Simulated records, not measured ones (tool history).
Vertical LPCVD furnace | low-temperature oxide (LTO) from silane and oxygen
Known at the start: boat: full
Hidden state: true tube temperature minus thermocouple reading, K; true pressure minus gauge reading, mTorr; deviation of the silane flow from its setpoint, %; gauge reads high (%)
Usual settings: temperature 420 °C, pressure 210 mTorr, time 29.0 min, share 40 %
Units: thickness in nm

run    hour  temperature  pressure  time  share  wafers since the last listed run  hours since the last temperature calibration  hours since the pressure gauge was zeroed  hours since the silane flow controller was replaced  hours since the gauge calibration  read-back reference wafer on the same gauge, thickness  thickness
  1     0.0          420       210  29.0     42                                 0                                          81.1                                     1019.0                                                528.1                              823.1                                                  276.08     323.59
  2    76.9          420       210  29.0     40                              1524                                         158.0                                     1095.9                                                605.0                              900.0                                                  276.05     304.64
  3   180.9          420       210  29.0     40                              2062                                         262.0                                     1199.9                                                709.0                             1004.0                                                  276.11     306.46
  4   245.2          420       210  29.0     40                              1275                                         326.3                                     1264.2                                                773.3                             1068.3                                                  275.94     307.18
  5   327.7          420       210  29.0     40                              1635                                         408.8                                     1346.7                                                855.8                             1150.8                                                  275.99     305.19
  6   418.9          420       210  29.0     40                              1808                                         500.0                                     1437.9                                                947.0                             1242.0                                                  275.92     306.54
  7   474.0          420       210  29.0     40                              1092                                         555.1                                     1493.0                                               1002.1                             1297.1                                                  276.01     305.60
  8   556.6          420       210  29.0     40                              1637                                         637.7                                     1575.6                                               1084.7                             1379.7                                                  276.09     306.02
      817.0  -- pressure gauge zeroed
  9   874.5          420       210  29.0     40                              5827                                         955.6                                       57.5                                               1402.6                             1697.6                                                  275.93     311.98
 10   946.4          420       210  29.0     45                              1425                                        1027.5                                      129.4                                               1474.5                             1769.5                                                  276.14     350.04
 11   995.3          420       210  29.0     45                               969                                        1076.4                                      178.3                                               1523.4                             1818.4                                                  275.96     350.79
 12  1154.4          420       210  29.0     43                              3154                                        1235.5                                      337.4                                               1682.5                             1977.5                                                  276.14     335.19
 13  1263.0          420       210  29.0     43                              2153                                        1344.1                                      446.0                                               1791.1                             2086.1                                                  276.06     333.30
 14  1309.6          420       210  29.0     40                               924                                        1390.7                                      492.6                                               1837.7                             2132.7                                                  275.99     309.01
 15  1370.7          409       180  20.5     33                              1211                                        1451.8                                      553.7                                               1898.8                             2193.8                                                  276.06     130.03
 16  1451.9          420       210  36.5     45                              1610                                        1533.0                                      634.9                                               1980.0                             2275.0                                                  276.02     438.44
     1511.3  -- silane flow controller replaced
 17  1511.8          414       210  29.0     34                               711                                        1592.9                                      694.8                                                  0.5                             2334.9                                                  275.89     235.74
     1556.2  -- thermocouples replaced and temperature profile calibrated
 18  1592.7          427       165  29.0     40                              1128                                          36.5                                      775.7                                                 81.4                             2415.8                                                  276.15     257.15

Run 19 comes next. What will it give?
     1651.5  -- gauge calibrated
 19  1656.6          417       175  29.0     35                              1267                                         100.4                                      839.6                                                145.3                                5.1                                                       ?          ?

read-back reference wafer on the same gauge, thickness: 276.09
thickness: 209.46 nm
Without the tool's hidden state the same run would have given thickness 214.07 nm.
